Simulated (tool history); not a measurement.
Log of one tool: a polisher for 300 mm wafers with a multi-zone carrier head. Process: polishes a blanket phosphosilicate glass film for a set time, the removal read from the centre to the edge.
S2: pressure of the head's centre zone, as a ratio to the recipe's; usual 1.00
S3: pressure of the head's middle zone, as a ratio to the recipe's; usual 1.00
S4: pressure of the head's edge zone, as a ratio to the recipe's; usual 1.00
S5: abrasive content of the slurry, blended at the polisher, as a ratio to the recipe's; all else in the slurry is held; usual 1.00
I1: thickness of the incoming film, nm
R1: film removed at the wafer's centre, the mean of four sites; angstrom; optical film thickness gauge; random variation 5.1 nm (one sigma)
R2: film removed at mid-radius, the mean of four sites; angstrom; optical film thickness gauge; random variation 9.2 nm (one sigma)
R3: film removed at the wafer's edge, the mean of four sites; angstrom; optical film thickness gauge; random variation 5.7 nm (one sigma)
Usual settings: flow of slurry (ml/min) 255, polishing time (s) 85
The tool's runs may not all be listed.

run 1 hour=0.0 | flow_of_slurry_(ml/min)=255 S2=1.00 S3=1.00 S4=1.00 S5=1.00 polishing_time_(s)=85 | I1=3100.9 | R1=7072 R2=6983 R3=7242
run 2 hour=48.0 | flow_of_slurry_(ml/min)=255 S2=1.00 S3=1.00 S4=1.00 S5=1.00 polishing_time_(s)=85 | I1=3141.2 | R1=6995 R2=7044 R3=7115
run 3 hour=148.7 | flow_of_slurry_(ml/min)=255 S2=1.00 S3=1.00 S4=1.00 S5=1.25 polishing_time_(s)=85 | I1=3027.5 | R1=7510 R2=7319 R3=7509
run 4 hour=194.1 | flow_of_slurry_(ml/min)=255 S2=1.00 S3=1.00 S4=1.00 S5=1.25 polishing_time_(s)=85 | I1=3077.9 | R1=7466 R2=7411 R3=7598
run 5 hour=244.0 | flow_of_slurry_(ml/min)=255 S2=1.00 S3=1.00 S4=1.00 S5=1.25 polishing_time_(s)=85 | I1=3030.0 | R1=7421 R2=7305 R3=7614
run 6 hour=535.0 | flow_of_slurry_(ml/min)=255 S2=0.93 S3=1.00 S4=1.00 S5=0.85 polishing_time_(s)=85 | I1=3116.5 | R1=5986 R2=6302 R3=6608
run 7 hour=636.9 | flow_of_slurry_(ml/min)=255 S2=1.00 S3=1.00 S4=1.00 S5=1.00 polishing_time_(s)=85 | I1=3064.6 | R1=6855 R2=6641 R3=6955
run 8 hour=674.4 | flow_of_slurry_(ml/min)=175 S2=0.92 S3=1.00 S4=1.00 S5=0.80 polishing_time_(s)=96 | I1=3068.6 | R1=6237 R2=6672 R3=6932
run 9 hour=752.2 | flow_of_slurry_(ml/min)=255 S2=1.08 S3=1.00 S4=1.00 S5=1.00 polishing_time_(s)=85 | I1=3106.6 | R1=7415 R2=6555 R3=6839
run 10 hour=801.2 | flow_of_slurry_(ml/min)=255 S2=0.91 S3=1.12 S4=0.94 S5=1.20 polishing_time_(s)=85 | I1=3065.2 | R1=6587 R2=7796 R3=7036
run 11 hour=887.1 | flow_of_slurry_(ml/min)=255 S2=1.00 S3=1.00 S4=0.94 S5=1.15 polishing_time_(s)=85 | I1=3036.4 | R1=7854 R2=7859 R3=7635
run 12 hour=980.8 | flow_of_slurry_(ml/min)=255 S2=1.00 S3=1.00 S4=1.00 S5=1.00 polishing_time_(s)=85 | I1=3045.0 | R1=7043 R2=6974 R3=7213
run 13 hour=1042.4 | flow_of_slurry_(ml/min)=255 S2=0.92 S3=1.00 S4=1.07 S5=1.00 polishing_time_(s)=85 | I1=3058.9 | R1=6484 R2=6826 R3=7283
run 14 hour=1119.5 | flow_of_slurry_(ml/min)=255 S2=1.00 S3=1.00 S4=0.91 S5=1.00 polishing_time_(s)=112 | I1=3067.3 | R1=9085 R2=8884 R3=8797
run 15 hour=1194.1 | flow_of_slurry_(ml/min)=255 S2=0.91 S3=0.91 S4=1.00 S5=1.00 polishing_time_(s)=85 | I1=3102.7 | R1=6232 R2=6260 R3=6973
run 16 hour=1231.0 | flow_of_slurry_(ml/min)=255 S2=1.00 S3=0.97 S4=1.00 S5=1.00 polishing_time_(s)=85 | I1=3111.3 | R1=6739 R2=6514 R3=7011
run 17 hour=1293.4 | flow_of_slurry_(ml/min)=255 S2=1.00 S3=0.95 S4=1.00 S5=1.10 polishing_time_(s)=103 | I1=3006.7 | R1=8560 R2=8059 R3=8689
run 18 hour=1376.3 | flow_of_slurry_(ml/min)=255 S2=1.00 S3=1.00 S4=1.00 S5=1.00 polishing_time_(s)=85 | I1=3127.1 | R1=6734 R2=6631 R3=6858
run 19 hour=1472.6 | flow_of_slurry_(ml/min)=255 S2=1.00 S3=1.00 S4=1.00 S5=1.00 polishing_time_(s)=85 | I1=3041.4 | R1=7284 R2=7129 R3=7308
run 20 hour=1573.1 | flow_of_slurry_(ml/min)=255 S2=0.89 S3=1.00 S4=0.91 S5=1.20 polishing_time_(s)=73 | I1=3020.3 | R1=5754 R2=6291 R3=6262
run 21 hour=1637.7 | flow_of_slurry_(ml/min)=255 S2=1.10 S3=1.00 S4=0.94 S5=1.00 polishing_time_(s)=85 | I1=3013.1 | R1=7751 R2=6845 R3=6773

Not shown: 8 entries that the log had between the listed runs. Between which runs, and how does the tool's hidden state differ before and after?
Between runs 5 and 6: worn pad replaced by a new one (hour 298.0); slurry nozzle cleaned (hour 432.8)
  removal rate lost through wear of the pad, %: 8.67 -> 8.18
  measured less the result without the state, R1: -705 -> -534 angstrom; R2: -694 -> -561 angstrom; R3: -722 -> -589 angstrom
Between runs 9 and 10: edge zone pressure recalibrated (hour 765.3)
  removal rate lost through wear of the pad, %: 9.89 -> 10.1
  measured less the result without the state, R1: -813 -> -736 angstrom; R2: -719 -> -871 angstrom; R3: -751 -> -786 angstrom
Between runs 10 and 11: centre zone pressure recalibrated (hour 817.8); worn pad replaced by a new one (hour 879.0)
  removal rate lost through wear of the pad, %: 10.1 -> 1.89
  measured less the result without the state, R1: -736 -> -152 angstrom; R2: -871 -> -152 angstrom; R3: -786 -> -147 angstrom
Between runs 14 and 15: slurry nozzle cleaned (hour 1132.5)
  removal rate lost through wear of the pad, %: 8.69 -> 9.52
  measured less the result without the state, R1: -865 -> -655 angstrom; R2: -845 -> -658 angstrom; R3: -837 -> -734 angstrom
Between runs 17 and 18: carrier head's membrane replaced by a new one (hour 1339.5)
  removal rate lost through wear of the pad, %: 10.2 -> 10.5
  measured less the result without the state, R1: -970 -> -789 angstrom; R2: -912 -> -778 angstrom; R3: -984 -> -804 angstrom
Between runs 18 and 19: worn pad replaced by a new one (hour 1422.8)
  removal rate lost through wear of the pad, %: 10.5 -> 3.04
  measured less the result without the state, R1: -789 -> -228 angstrom; R2: -778 -> -223 angstrom; R3: -804 -> -229 angstrom

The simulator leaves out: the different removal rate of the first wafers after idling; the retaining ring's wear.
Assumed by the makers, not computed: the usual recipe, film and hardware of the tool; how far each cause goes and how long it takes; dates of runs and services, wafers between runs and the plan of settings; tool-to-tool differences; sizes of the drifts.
